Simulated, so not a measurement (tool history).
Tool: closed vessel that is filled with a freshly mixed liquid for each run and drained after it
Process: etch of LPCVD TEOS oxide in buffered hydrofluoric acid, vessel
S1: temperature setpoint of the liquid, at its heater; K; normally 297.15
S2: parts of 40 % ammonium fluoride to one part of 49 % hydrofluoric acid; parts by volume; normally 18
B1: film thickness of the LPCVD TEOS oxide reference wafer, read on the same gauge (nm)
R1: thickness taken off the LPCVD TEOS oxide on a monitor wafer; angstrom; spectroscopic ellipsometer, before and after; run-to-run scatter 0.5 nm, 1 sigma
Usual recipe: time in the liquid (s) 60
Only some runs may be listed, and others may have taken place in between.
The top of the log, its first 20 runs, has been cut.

{"run": 21, "day": 65.588, "S1": 297.15, "S2": 18, "time in the liquid (s)": 70, "B1": 29.95, "R1": 576.9}
{"day": 67.504, "done": "thermometer replaced"}
{"day": 68.579, "done": "hydrofluoric acid flow meter replaced"}
{"run": 22, "day": 68.717, "S1": 299.65, "S2": 13.5, "time in the liquid (s)": 35, "B1": 29.99, "R1": 479.1}
{"run": 23, "day": 70.938, "S1": 297.15, "S2": 18, "time in the liquid (s)": 60, "B1": 30.03, "R1": 534.9}
{"run": 24, "day": 73.675, "S1": 301.15, "S2": 18, "time in the liquid (s)": 60, "B1": 30.01, "R1": 673.3}
{"run": 25, "day": 75.242, "S1": 297.15, "S2": 11.5, "time in the liquid (s)": 60, "B1": 30.06, "R1": 837.8}
{"run": 26, "day": 79.642, "S1": 297.15, "S2": 18, "time in the liquid (s)": 60, "B1": 29.97, "R1": 533.6}
{"run": 27, "day": 83.7, "S1": 300.65, "S2": 15.5, "time in the liquid (s)": 95, "B1": 30, "R1": 1163.5}
{"run": 28, "day": 86.483, "S1": 297.15, "S2": 18, "time in the liquid (s)": 60, "B1": 29.99, "R1": 528.4}
{"run": 29, "day": 88.283, "S1": 299.65, "S2": 24, "time in the liquid (s)": 45, "B1": 30.02, "R1": 366.5}
{"day": 91.433, "done": "hydrofluoric acid flow meter replaced"}
{"run": 30, "day": 91.588, "S1": 301.65, "S2": 12.5, "time in the liquid (s)": 60, "B1": 30, "R1": 969.7}
{"run": 31, "day": 94.767, "S1": 298.65, "S2": 21.5, "time in the liquid (s)": 60, "B1": 29.98, "R1": 496.3}
{"run": 32, "day": 96.362, "S1": 294.65, "S2": 20, "time in the liquid (s)": 60, "B1": 29.98, "R1": 413.1}

Branching from run 32: 5 alternative next runs. What would each branch give?
{"run": "A", "day": 96.392, "S1": 302.15, "S2": 18, "time in the liquid (s)": 60, "B1": "?", "R1": "?"}
{"run": "B", "day": 96.392, "S1": 297.15, "S2": 13.5, "time in the liquid (s)": 60, "B1": "?", "R1": "?"}
{"run": "C", "day": 96.392, "S1": 297.15, "S2": 21.5, "time in the liquid (s)": 60, "B1": "?", "R1": "?"}
{"run": "D", "day": 96.392, "S1": 294.65, "S2": 18, "time in the liquid (s)": 45, "B1": "?", "R1": "?"}
{"run": "E", "day": 96.392, "S1": 297.15, "S2": 18, "time in the liquid (s)": 90, "B1": "?", "R1": "?"}

run=A B1=29.97 R1=687.3
run=B B1=29.97 R1=696
run=C B1=29.97 R1=449.8
run=D B1=29.97 R1=342.5
run=E B1=29.97 R1=786.8
Had the tool no hidden state, the same runs would have come out as:
run=A R1=711.8
run=B R1=721.6
run=C R1=466.4
run=D R1=355.4
run=E R1=815.7

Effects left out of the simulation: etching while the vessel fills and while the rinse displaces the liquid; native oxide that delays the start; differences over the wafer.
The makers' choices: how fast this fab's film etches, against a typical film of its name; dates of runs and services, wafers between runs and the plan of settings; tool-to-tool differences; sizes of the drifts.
